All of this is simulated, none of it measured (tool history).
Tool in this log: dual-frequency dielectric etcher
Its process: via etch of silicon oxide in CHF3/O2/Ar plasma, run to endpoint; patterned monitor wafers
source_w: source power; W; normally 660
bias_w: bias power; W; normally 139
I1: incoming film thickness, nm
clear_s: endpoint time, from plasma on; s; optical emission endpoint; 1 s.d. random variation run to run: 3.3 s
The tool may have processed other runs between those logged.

run 1 hour=0.0 | source_w=660 bias_w=139 | I1=721.1 | clear_s=366.9
run 2 hour=67.0 | source_w=660 bias_w=139 | I1=730.0 | clear_s=369.2
run 3 hour=365.4 | source_w=660 bias_w=139 | I1=734.4 | clear_s=364.2
-- hour=440.8 wet clean of the chamber
run 4 hour=442.9 | source_w=660 bias_w=139 | I1=729.8 | clear_s=380.7
run 5 hour=529.8 | source_w=660 bias_w=139 | I1=727.7 | clear_s=376.1
run 6 hour=566.5 | source_w=660 bias_w=116 | I1=728.4 | clear_s=402.1
run 7 hour=671.4 | source_w=660 bias_w=116 | I1=730.7 | clear_s=409.7
run 8 hour=731.5 | source_w=660 bias_w=139 | I1=725.1 | clear_s=371.5
run 9 hour=784.8 | source_w=660 bias_w=139 | I1=730.3 | clear_s=368.8
run 10 hour=892.5 | source_w=660 bias_w=139 | I1=721.1 | clear_s=363.6
-- hour=1003.1 wet clean of the chamber
run 11 hour=1003.6 | source_w=740 bias_w=139 | I1=729.8 | clear_s=366.9
run 12 hour=1089.5 | source_w=740 bias_w=139 | I1=721.7 | clear_s=359.3
-- hour=1191.0 upper electrode replaced
run 13 hour=1297.4 | source_w=660 bias_w=166 | I1=729.6 | clear_s=338.7
run 14 hour=1386.0 | source_w=660 bias_w=166 | I1=726.4 | clear_s=334.6
run 15 hour=1425.3 | source_w=660 bias_w=166 | I1=720.2 | clear_s=329.9
-- hour=1500.7 wet clean of the chamber
run 16 hour=1532.9 | source_w=660 bias_w=139 | I1=728.3 | clear_s=381.0
run 17 hour=1578.7 | source_w=810 bias_w=153 | I1=726.7 | clear_s=343.4

What does the tool deliver on the next run?
run 18 hour=1664.5 | source_w=660 bias_w=139 | I1=731.3 | clear_s=?

Run 18 came out at clear_s 376.8 s.
On a tool with no hidden condition, and with the same random variation, this run would have come out at clear_s 380.3 s.
